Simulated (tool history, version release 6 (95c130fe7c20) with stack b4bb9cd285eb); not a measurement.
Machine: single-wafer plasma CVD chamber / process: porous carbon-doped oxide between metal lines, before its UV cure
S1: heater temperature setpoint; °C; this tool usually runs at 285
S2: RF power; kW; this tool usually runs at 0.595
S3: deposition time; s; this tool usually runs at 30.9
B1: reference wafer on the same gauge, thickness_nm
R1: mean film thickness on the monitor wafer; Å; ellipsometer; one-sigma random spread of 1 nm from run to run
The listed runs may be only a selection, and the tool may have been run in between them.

run,hour,S1,S2,S3,B1,R1
1,0,278,0.595,30.9,217.882,1936.58
2,45.8,278,0.595,30.9,217.963,1921.65
3,77.1,285,0.595,33.8,217.977,1996.43
4,106.5,285,0.595,34.6,217.642,2047.57
5,152.9,285,0.595,34.6,218.122,2053.51
6,217.1,285,0.595,34.6,217.589,2042.35
7,286.6,293,0.57,30.9,217.956,1650.51
8,347.6,293,0.57,30.9,218.039,1658.52
9,404.3,285,0.645,30.9,217.918,1948.07
10,443.6,274,0.665,30.9,218.186,2166.12
11,482,274,0.665,30.9,218.164,2169.25
12,547.7,298,0.595,30.9,218.159,1683.5
13,604.7,285,0.56,34.4,218.174,1938.2
14,637.7,300,0.68,30.9,218.129,1832.87
15,673.6,280,0.655,36,217.96,2353.02
16,705.8,285,0.525,30.9,218.225,1652.26
17,731.2,297,0.535,27.7,218.095,1396.69
18,853.3,285,0.595,30.9,218.257,1842.15
19,888.5,285,0.595,30.9,218.007,1826.95
20,949.3,275,0.705,26,217.973,1905.2
21,1000,285,0.595,30.9,217.752,1808.41
22,1033,277,0.595,30.9,218.107,1926.62

Put back what was entered between runs (4 entries, withheld): which listed runs does each sit between, and how does the hidden state differ from the listed run before to the listed run after?
In the gap between runs 8 and 9: RF generator calibrated (hour 392.4)
  the hidden state is the same at both runs
In the gap between runs 9 and 10: gauge calibrated (hour 408.9); showerhead replaced (hour 439)
  the hidden state is the same at both runs
In the gap between runs 17 and 18: thermocouple changed; heater temperature recalibrated (hour 798.1)
  the hidden state is the same at both runs

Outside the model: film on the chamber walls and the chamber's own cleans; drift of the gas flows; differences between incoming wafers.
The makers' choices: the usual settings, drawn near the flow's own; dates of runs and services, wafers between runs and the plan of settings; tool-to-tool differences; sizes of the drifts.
